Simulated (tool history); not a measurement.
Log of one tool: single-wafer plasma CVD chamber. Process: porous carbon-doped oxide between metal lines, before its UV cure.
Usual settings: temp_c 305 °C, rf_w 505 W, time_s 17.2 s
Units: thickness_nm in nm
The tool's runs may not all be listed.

run	day	temp_c	rf_w	time_s	read-back reference wafer on the same gauge, thickness_nm	thickness_nm
1	0.000	305	505	17.2	97.926	111.692
2	1.158	305	505	17.2	98.028	112.340
3	3.300	305	505	17.2	98.093	112.149
4	10.867	305	485	17.2	98.024	108.990
5	12.408	309	505	17.2	97.979	110.568
6	14.371	309	505	17.2	98.046	111.025
# day 15.125: thermocouple changed; heater temperature recalibrated
# day 15.358: gauge calibrated
7	16.650	309	505	17.2	98.047	107.925
8	19.642	305	445	17.2	98.016	99.766
# day 20.879: showerhead replaced
9	21.200	305	445	17.2	97.980	99.395
10	22.888	305	505	17.2	97.936	110.954
11	24.933	305	505	17.2	98.048	110.771
12	27.471	311	540	19.0	97.967	124.771
13	28.983	305	415	15.0	97.932	82.002
14	30.071	305	505	17.2	97.971	110.892
15	32.925	305	555	16.3	98.007	113.842
16	34.333	309	505	17.2	98.042	108.379
# day 36.325: RF generator calibrated
17	36.925	305	505	17.2	98.021	111.649
18	40.562	305	470	20.3	97.982	124.051
19	41.917	305	555	17.2	97.981	120.590
20	44.446	305	440	16.0	97.996	93.133
# day 44.458: gauge calibrated
21	47.271	292	475	15.8	97.993	107.829

3 ways to go on from here, each from the tool as it stands after run 21. What would each give?
A	47.288	305	505	18.4	?	?
B	47.288	305	570	18.7	?	?
C	47.288	298	530	15.9	?	?

run	read-back reference wafer on the same gauge, thickness_nm	thickness_nm
A	97.941	120.295
B	97.941	134.113
C	97.941	113.600
Without the tool's hidden state the same runs would have given:
run	thickness_nm
A	118.601
B	132.225
C	111.917

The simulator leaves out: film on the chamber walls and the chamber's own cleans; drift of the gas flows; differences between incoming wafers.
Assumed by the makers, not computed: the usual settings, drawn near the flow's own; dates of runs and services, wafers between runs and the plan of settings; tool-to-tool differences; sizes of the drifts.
